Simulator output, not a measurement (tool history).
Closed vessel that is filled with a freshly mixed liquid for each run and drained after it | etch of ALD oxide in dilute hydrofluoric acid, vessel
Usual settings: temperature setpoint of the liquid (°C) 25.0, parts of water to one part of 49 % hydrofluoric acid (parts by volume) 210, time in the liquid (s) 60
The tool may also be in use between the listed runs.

run   hour  temperature setpoint of the liquid (°C)  parts of water to one part of 49 % hydrofluoric acid (parts by volume)  time in the liquid (s)  wafers since the last listed run  hours since the thermometer was replaced  hours since the hydrofluoric acid flow meter was replaced  hours since the gauge calibration  read-back film thickness of the ALD oxide reference wafer, read on the same gauge (nm)  thickness taken off the ALD oxide on a monitor wafer (nm)
  1    0.0                                     25.0                                                                     210                      50                                 0                                    1297.2                                                     2129.2                               66.1                                                                                   60.01                                                       5.53
  2    8.8                                     25.0                                                                     210                      50                               785                                    1306.0                                                     2138.0                               74.9                                                                                   60.02                                                       5.50
  3   23.7                                     25.0                                                                     210                      50                              1329                                    1320.9                                                     2152.9                               89.8                                                                                   60.04                                                       5.46
  4   33.3                                     25.0                                                                     210                      60                               856                                    1330.5                                                     2162.5                               99.4                                                                                   59.99                                                       6.62
  5   46.8                                     25.0                                                                     210                      60                              1204                                    1344.0                                                     2176.0                              112.9                                                                                   60.02                                                       6.54
  6   63.6                                     25.0                                                                     210                      60                              1498                                    1360.8                                                     2192.8                              129.7                                                                                   59.99                                                       6.59
  7   79.5                                     25.0                                                                     210                      60                              1418                                    1376.7                                                     2208.7                              145.6                                                                                   60.00                                                       6.57
  8   95.3                                     25.0                                                                     210                      60                              1409                                    1392.5                                                     2224.5                              161.4                                                                                   60.04                                                       6.63
  9  103.0                                     25.0                                                                     210                      60                               687                                    1400.2                                                     2232.2                              169.1                                                                                   60.00                                                       6.58
 10  117.2                                     22.5                                                                     210                      85                              1266                                    1414.4                                                     2246.4                              183.3                                                                                   59.98                                                       8.57
 11  130.6                                     22.5                                                                     210                      85                              1195                                    1427.8                                                     2259.8                              196.7                                                                                   59.99                                                       8.46
 12  140.5                                     27.0                                                                     135                      75                               883                                    1437.7                                                     2269.7                              206.6                                                                                   60.03                                                      14.88
     145.9  -- gauge calibrated
 13  153.8                                     25.0                                                                     210                      60                              1186                                    1451.0                                                     2283.0                                7.9                                                                                   59.97                                                       6.55
 14  167.0                                     29.5                                                                     210                      60                              1177                                    1464.2                                                     2296.2                               21.1                                                                                   60.01                                                       7.70
     190.7  -- thermometer replaced
     204.2  -- hydrofluoric acid flow meter replaced
 15  204.7                                     23.5                                                                     155                      75                              3185                                      14.0                                                        0.5                               58.8                                                                                   60.03                                                      11.04
 16  212.3                                     22.5                                                                     125                      70                               678                                      21.6                                                        8.1                               66.4                                                                                   60.01                                                      13.07
 17  219.2                                     25.0                                                                     300                      50                               615                                      28.5                                                       15.0                               73.3                                                                                   59.98                                                       3.52
 18  230.9                                     25.0                                                                     210                      50                              1043                                      40.2                                                       26.7                               85.0                                                                                   60.00                                                       5.51
 19  237.4                                     25.0                                                                     210                      60                               579                                      46.7                                                       33.2                               91.5                                                                                   60.00                                                       6.57
 20  251.0                                     22.0                                                                     210                      60                              1213                                      60.3                                                       46.8                              105.1                                                                                   60.01                                                       5.85
 21  270.2                                     25.0                                                                     290                      35                              1713                                      79.5                                                       66.0                              124.3                                                                                   60.02                                                       2.55
 22  277.2                                     23.5                                                                     300                      30                               624                                      86.5                                                       73.0                              131.3                                                                                   60.01                                                       1.96

Forecast each of these 3 alternatives for the next run:
  A  277.9                                     25.0                                                                     210                      60                                62                                      87.2                                                       73.7                              132.0                                                                                       ?                                                          ?
  B  277.9                                     22.5                                                                     210                      90                                62                                      87.2                                                       73.7                              132.0                                                                                       ?                                                          ?
  C  277.9                                     21.0                                                                     290                      60                                62                                      87.2                                                       73.7                              132.0                                                                                       ?                                                          ?

run  read-back film thickness of the ALD oxide reference wafer, read on the same gauge (nm)  thickness taken off the ALD oxide on a monitor wafer (nm)
  A                                                                                   60.00                                                       6.55
  B                                                                                   60.00                                                       8.96
  C                                                                                   60.00                                                       3.79
Without the tool's hidden state the same runs would have given:
run  thickness taken off the ALD oxide on a monitor wafer (nm)
  A                                                       6.55
  B                                                       8.96
  C                                                       3.79
